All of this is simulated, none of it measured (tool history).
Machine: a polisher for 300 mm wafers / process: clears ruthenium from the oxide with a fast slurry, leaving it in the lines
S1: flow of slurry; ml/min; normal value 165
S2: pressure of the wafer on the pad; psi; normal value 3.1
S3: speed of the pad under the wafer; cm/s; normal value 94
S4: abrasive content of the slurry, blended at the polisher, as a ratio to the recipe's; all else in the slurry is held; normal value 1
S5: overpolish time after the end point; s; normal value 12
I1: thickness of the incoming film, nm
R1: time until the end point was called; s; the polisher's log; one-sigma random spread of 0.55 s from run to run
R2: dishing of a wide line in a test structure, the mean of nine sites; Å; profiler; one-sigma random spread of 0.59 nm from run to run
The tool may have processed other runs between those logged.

run    hour   S1   S2   S3    S4  S5     I1    R1   R2
  1       0  185  3.1   94     1  12  139.7  32.3  448
      153.1  -- slurry nozzle cleaned
  2     154  185  3.1   94     1  12  140.7  36.7  425
  3   219.8  165  3.1   94     1  12  140.2  36.4  406
      245.4  -- slurry blender recalibrated
  4   292.3  165  3.1   94     1  12  140.2  37.7  406
      356.6  -- head pressure recalibrated
  5   360.7  165  3.1   94     1  12  141.9  38.9  401
      371.3  -- worn pad replaced by a new one
  6   443.9  165  3.6   94     1  12  142.1  29.5  492
  7   543.6  165  3.1   94     1  12  138.7  34.9  420
  8   631.7  165  3.1   94     1  12  139.6  37.2  407
      680.8  -- slurry blender recalibrated
  9   715.9  165  3.1   94     1  12  140.4  36.5  401
      747.7  -- worn pad replaced by a new one
 10   811.5  165  3.1   94     1  12    141  35.2  435
 11   906.9  165  3.1   94     1  12  138.2  35.2  420
        955  -- slurry nozzle cleaned
 12   979.1  165  3.1   94     1  12  140.1  36.6  427
 13  1025.1  165  3.1  126     1  12  139.4  27.8  523
     1069.1  -- slurry blender recalibrated
     1076.8  -- worn pad replaced by a new one, of another model than before
     1122.2  -- head pressure recalibrated
 14  1122.7  165  3.1   62     1  12  138.8  40.4  378
 15  1214.1  165  2.3   78  1.25  19  139.7  42.6  554
 16  1320.4  165  3.7   66  0.85  12  139.6  42.1  375
 17  1403.6  195  3.1  104     1  12  141.1  33.6  441
     1447.9  -- worn pad replaced by a new one
     1478.1  -- slurry blender recalibrated
 18    1536  165    4   84     1  12  140.7  32.4  461
 19  1620.9  165  3.1   94     1  12  139.5    36  412
 20    1657  165  2.6   94  1.25  10    138  35.7  349
 21    1707  165  3.1   94     1  12  139.9  35.5  410
     1721.5  -- slurry nozzle cleaned
       1789  -- worn pad replaced by a new one
 22  1789.5  165  3.1   94     1  12  139.3  32.9  443
     1825.2  -- slurry blender recalibrated
 23  1847.9  110  2.6  120  1.25  12  138.5  31.3  464
 24    1898  165  2.5   94  0.75  12  142.5  46.9  331

List, for all runs, the conditions of the tool that the log does not record:
slurry flow missing at the pad, %: 0 across all the runs
deviation of the head's pressure from its setpoint, %: 0 across all the runs
abrasive missing from the slurry, %: 0 across all the runs
H1: removal rate lost through wear of the pad, %
run     H1
  1   1.29
  2   7.74
  3   8.83
  4   9.54
  5   9.92
  6   4.22
  7    7.1
  8   8.31
  9   8.89
 10    4.5
 11    7.5
 12   8.65
 13   9.11
 14   2.96
 15   6.31
 16   8.11
 17   8.77
 18   5.16
 19   7.45
 20   8.04
 21   8.63
 22  0.447
 23    3.9
 24   5.82
